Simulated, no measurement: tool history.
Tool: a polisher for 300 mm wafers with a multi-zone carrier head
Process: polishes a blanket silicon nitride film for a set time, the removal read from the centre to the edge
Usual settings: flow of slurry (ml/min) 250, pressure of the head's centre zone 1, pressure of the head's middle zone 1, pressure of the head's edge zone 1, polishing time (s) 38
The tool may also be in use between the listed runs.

| run | hour | flow of slurry (ml/min) | pressure of the head's centre zone | pressure of the head's middle zone | pressure of the head's edge zone | polishing time (s) | incoming thickness of the incoming film, nm | film removed at the wafer's centre (Å) | film removed at mid-radius (Å) | film removed at the wafer's edge (Å) |
|---|---|---|---|---|---|---|---|---|---|---|
| 1 | 0 | 250 | 1 | 1 | 1 | 38 | 435 | 520 | 536 | 527 |
|  | 18.9 | slurry nozzle cleaned |
| 2 | 34 | 250 | 1 | 1 | 1 | 38 | 446.1 | 528 | 540 | 529 |
| 3 | 71.7 | 250 | 1 | 1 | 1 | 38 | 438.1 | 539 | 554 | 526 |
| 4 | 108.6 | 200 | 0.92 | 1 | 1 | 38 | 438.5 | 484 | 535 | 514 |
| 5 | 179.4 | 335 | 1 | 1 | 1.05 | 38 | 439.1 | 566 | 559 | 550 |
|  | 199 | worn pad replaced by a new one |
| 6 | 246.8 | 250 | 1 | 1 | 1 | 27 | 437 | 399 | 388 | 374 |
| 7 | 275.1 | 340 | 1.11 | 1.1 | 1 | 44 | 444.1 | 750 | 698 | 617 |
|  | 286 | carrier head's membrane replaced by a new one |
| 8 | 327.5 | 250 | 1 | 1 | 0.92 | 44 | 431.4 | 645 | 620 | 593 |
|  | 360.4 | edge zone pressure recalibrated |
| 9 | 373.3 | 250 | 1 | 1 | 1 | 38 | 438.6 | 560 | 559 | 531 |
|  | 376 | slurry nozzle cleaned |
| 10 | 442.7 | 250 | 1 | 1.11 | 1 | 38 | 441.6 | 574 | 573 | 527 |
|  | 490.6 | worn pad replaced by a new one |
| 11 | 508.1 | 250 | 0.89 | 0.89 | 1 | 38 | 433.6 | 491 | 496 | 527 |
| 12 | 549.3 | 185 | 0.96 | 1 | 1 | 31 | 446 | 416 | 425 | 416 |
| 13 | 591.7 | 250 | 1 | 1 | 1.1 | 38 | 446 | 576 | 543 | 552 |
|  | 609.1 | centre zone pressure recalibrated |
| 14 | 658 | 220 | 1.06 | 1 | 1 | 38 | 445 | 572 | 531 | 518 |
| 15 | 724.2 | 340 | 1.11 | 1.1 | 1 | 44 | 440.4 | 716 | 700 | 620 |
|  | 770.5 | slurry nozzle cleaned |
|  | 772.4 | edge zone pressure recalibrated |
| 16 | 786.7 | 320 | 1.04 | 1.05 | 1 | 29 | 440.8 | 445 | 430 | 408 |
|  | 795 | worn pad replaced by a new one |
| 17 | 818.8 | 250 | 1 | 1 | 1 | 38 | 442 | 551 | 544 | 517 |
| 18 | 878.2 | 285 | 1 | 1 | 1 | 38 | 439 | 569 | 557 | 527 |
| 19 | 947.8 | 275 | 1.09 | 0.97 | 1 | 38 | 441.4 | 616 | 533 | 523 |
| 20 | 1004.4 | 160 | 1 | 0.88 | 1 | 38 | 435 | 515 | 463 | 506 |
|  | 1023.3 | carrier head's membrane replaced by a new one |
| 21 | 1053.6 | 250 | 1 | 1.05 | 0.94 | 38 | 436.1 | 559 | 559 | 506 |

5 ways to go on from here, each from the tool as it stands after run 21. What would each give?
| A | 1054 | 250 | 1 | 1 | 1 | 38 | 437.9 | ? | ? | ? |
| B | 1054 | 325 | 1 | 1 | 1 | 49 | 437.9 | ? | ? | ? |
| C | 1054 | 320 | 1 | 1.11 | 1 | 38 | 437.9 | ? | ? | ? |
| D | 1054 | 250 | 0.9 | 0.91 | 1 | 38 | 437.9 | ? | ? | ? |
| E | 1054 | 250 | 1 | 1 | 1.08 | 46 | 437.9 | ? | ? | ? |

| run | film removed at the wafer's centre (Å) | film removed at mid-radius (Å) | film removed at the wafer's edge (Å) |
|---|---|---|---|
| A | 566 | 540 | 525 |
| B | 752 | 715 | 691 |
| C | 583 | 598 | 535 |
| D | 509 | 505 | 526 |
| E | 685 | 654 | 660 |
Without the tool's hidden state the same runs would have given:
| run | film removed at the wafer's centre (Å) | film removed at mid-radius (Å) | film removed at the wafer's edge (Å) |
|---|---|---|---|
| A | 525 | 540 | 525 |
| B | 697 | 716 | 691 |
| C | 540 | 599 | 535 |
| D | 472 | 505 | 526 |
| E | 635 | 654 | 660 |

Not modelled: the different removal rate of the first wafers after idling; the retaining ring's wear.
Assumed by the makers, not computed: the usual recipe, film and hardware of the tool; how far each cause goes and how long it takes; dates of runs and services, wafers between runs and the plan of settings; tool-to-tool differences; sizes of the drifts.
